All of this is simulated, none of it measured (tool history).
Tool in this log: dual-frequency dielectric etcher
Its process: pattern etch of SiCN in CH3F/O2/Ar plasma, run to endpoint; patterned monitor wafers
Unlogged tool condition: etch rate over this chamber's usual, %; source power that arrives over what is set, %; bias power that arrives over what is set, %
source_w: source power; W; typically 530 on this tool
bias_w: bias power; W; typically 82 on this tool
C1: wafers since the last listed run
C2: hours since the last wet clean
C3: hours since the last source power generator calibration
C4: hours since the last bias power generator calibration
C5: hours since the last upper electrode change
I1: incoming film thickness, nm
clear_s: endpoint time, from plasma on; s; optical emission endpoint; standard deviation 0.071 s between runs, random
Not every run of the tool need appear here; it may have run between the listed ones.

Run 1, hour 0: usual settings; C1 0; C2 93; C3 1711.6; C4 3172.3; C5 4535.8; I1 8.83. Result: clear_s 21.6 s.
Run 2, hour 56.6: usual settings; C1 615; C2 149.6; C3 1768.2; C4 3228.9; C5 4592.4; I1 8.92. Result: clear_s 21.8 s.
Run 3, hour 103.9: usual settings; C1 514; C2 196.9; C3 1815.5; C4 3276.2; C5 4639.7; I1 8.95. Result: clear_s 21.9 s.
Run 4, hour 131.6: usual settings; C1 301; C2 224.6; C3 1843.2; C4 3303.9; C5 4667.4; I1 8.92. Result: clear_s 21.8 s.
Run 5, hour 186.1: usual settings; C1 593; C2 279.1; C3 1897.7; C4 3358.4; C5 4721.9; I1 8.87. Result: clear_s 21.7 s.
Run 6, hour 215.8: usual settings; C1 323; C2 308.8; C3 1927.4; C4 3388.1; C5 4751.6; I1 8.9. Result: clear_s 21.7 s.
Run 7, hour 284.8: usual settings; C1 750; C2 377.8; C3 1996.4; C4 3457.1; C5 4820.6; I1 8.84. Result: clear_s 21.5 s.
Run 8, hour 335.5: usual settings; C1 551; C2 428.5; C3 2047.1; C4 3507.8; C5 4871.3; I1 8.98. Result: clear_s 21.9 s.
Run 9, hour 379.1: usual settings but bias_w 78 W; C1 474; C2 472.1; C3 2090.7; C4 3551.4; C5 4914.9; I1 9.01. Result: clear_s 22.3 s.
Run 10, hour 434.9: usual settings but bias_w 78 W; C1 607; C2 527.9; C3 2146.5; C4 3607.2; C5 4970.7; I1 8.89. Result: clear_s 22 s.
Run 11, hour 494.5: usual settings but bias_w 78 W; C1 648; C2 587.5; C3 2206.1; C4 3666.8; C5 5030.3; I1 8.86. Result: clear_s 22.2 s.
Run 12, hour 533.7: usual settings but source_w 620 W; C1 426; C2 626.7; C3 2245.3; C4 3706; C5 5069.5; I1 8.89. Result: clear_s 20.2 s.
At hour 587.5: wet clean of the chamber.
Run 13, hour 595: usual settings but source_w 620 W; C1 405; C2 7.5; C3 2306.6; C4 3767.3; C5 5130.8; I1 8.85. Result: clear_s 20 s.
Run 14, hour 637: usual settings; C1 457; C2 49.5; C3 2348.6; C4 3809.3; C5 5172.8; I1 8.91. Result: clear_s 22 s.
Run 15, hour 694.4: usual settings; C1 624; C2 106.9; C3 2406; C4 3866.7; C5 5230.2; I1 8.89. Result: clear_s 21.8 s.
Run 16, hour 738.3: usual settings; C1 477; C2 150.8; C3 2449.9; C4 3910.6; C5 5274.1; I1 8.84. Result: clear_s 21.7 s.
At hour 744.3: source power generator calibrated.
Run 17, hour 803.9: usual settings; C1 670; C2 216.4; C3 59.6; C4 3976.2; C5 5339.7; I1 8.95. Result: clear_s 21.5 s.
Run 18, hour 830.4: usual settings but source_w 590 W, bias_w 96 W; C1 288; C2 242.9; C3 86.1; C4 4002.7; C5 5366.2; I1 8.85. Result: clear_s 19.1 s.
Run 19, hour 860.2: usual settings; C1 324; C2 272.7; C3 115.9; C4 4032.5; C5 5396; I1 8.89. Result: clear_s 21.3 s.
Run 20, hour 935.9: usual settings but source_w 430 W, bias_w 74 W; C1 823; C2 348.4; C3 191.6; C4 4108.2; C5 5471.7; I1 8.91. Result: clear_s 24.8 s.
At hour 945.7: bias power generator calibrated.
Run 21, hour 1025.8: usual settings but bias_w 72 W; C1 934; C2 438.3; C3 281.5; C4 80.1; C5 5561.6; I1 8.89. Result: clear_s 22.4 s.
Run 22, hour 1064.7: usual settings but source_w 420 W; C1 423; C2 477.2; C3 320.4; C4 119; C5 5600.5; I1 8.89. Result: clear_s 24.5 s.
Run 23, hour 1098: usual settings; C1 362; C2 510.5; C3 353.7; C4 152.3; C5 5633.8; I1 8.95. Result: clear_s 21.5 s.
At hour 1145.8: wet clean of the chamber.
Run 24, hour 1146.3: usual settings but bias_w 98 W; C1 264; C2 0.5; C3 402; C4 200.6; C5 5682.1; I1 8.91. Result: clear_s 20.4 s.
Run 25, hour 1179.7: usual settings but source_w 460 W, bias_w 98 W; C1 363; C2 33.9; C3 435.4; C4 234; C5 5715.5; I1 8.91. Result: clear_s 22 s.
Run 26, hour 1249.9: usual settings but source_w 400 W, bias_w 98 W; C1 763; C2 104.1; C3 505.6; C4 304.2; C5 5785.7; I1 8.89. Result: clear_s 23.9 s.
Run 27, hour 1306.1: usual settings but source_w 600 W, bias_w 72 W; C1 611; C2 160.3; C3 561.8; C4 360.4; C5 5841.9; I1 8.76. Result: clear_s 20.6 s.
At hour 1371: upper electrode replaced.
Run 28, hour 1374.9: usual settings but source_w 460 W, bias_w 63 W; C1 487; C2 229.1; C3 630.6; C4 429.2; C5 3.9; I1 8.92. Result: clear_s 24.9 s.
Run 29, hour 1446.8: usual settings but bias_w 92 W; C1 782; C2 301; C3 702.5; C4 501.1; C5 75.8; I1 8.86. Result: clear_s 20.7 s.
Run 30, hour 1495.1: usual settings but source_w 450 W, bias_w 63 W; C1 525; C2 349.3; C3 750.8; C4 549.4; C5 124.1; I1 8.91. Result: clear_s 25.2 s.
Run 31, hour 1554.4: usual settings; C1 645; C2 408.6; C3 810.1; C4 608.7; C5 183.4; I1 8.84. Result: clear_s 21.6 s.
Run 32, hour 1586.4: usual settings but source_w 630 W, bias_w 88 W; C1 348; C2 440.6; C3 842.1; C4 640.7; C5 215.4; I1 8.9. Result: clear_s 19.4 s.
Run 33, hour 1630.2: usual settings; C1 476; C2 484.4; C3 885.9; C4 684.5; C5 259.2; I1 8.85. Result: clear_s 21.5 s.
Run 34, hour 1679.7: usual settings; C1 538; C2 533.9; C3 935.4; C4 734; C5 308.7; I1 8.9. Result: clear_s 21.7 s.
Run 35, hour 1734.7: usual settings but source_w 430 W; C1 598; C2 588.9; C3 990.4; C4 789; C5 363.7; I1 9. Result: clear_s 24.5 s.
At hour 1800.5: wet clean of the chamber.
Run 36, hour 1801: usual settings; C1 460; C2 0.5; C3 1056.7; C4 855.3; C5 430; I1 8.94. Result: clear_s 21.7 s.

Subtracting, for every run, the result it would have given without the tool's unlogged condition from the measured result gives the following. The same run-to-run variation enters both numbers; the gauge's scatter may not:
run  clear_s
  1     +0.4
  2     +0.4
  3     +0.4
  4     +0.4
  5     +0.4
  6     +0.4
  7     +0.5
  8     +0.4
  9     +0.5
 10     +0.5
 11     +0.5
 12     +0.4
 13     +0.5
 14     +0.5
 15     +0.6
 16     +0.6
 17       +0
 18       +0
 19       +0
 20     +0.1
 21     +0.1
 22     +0.1
 23     +0.1
 24     +0.1
 25     +0.1
 26     +0.2
 27     +0.2
 28     +0.2
 29     +0.2
 30     +0.2
 31     +0.2
 32     +0.2
 33     +0.2
 34     +0.2
 35     +0.3
 36     +0.3
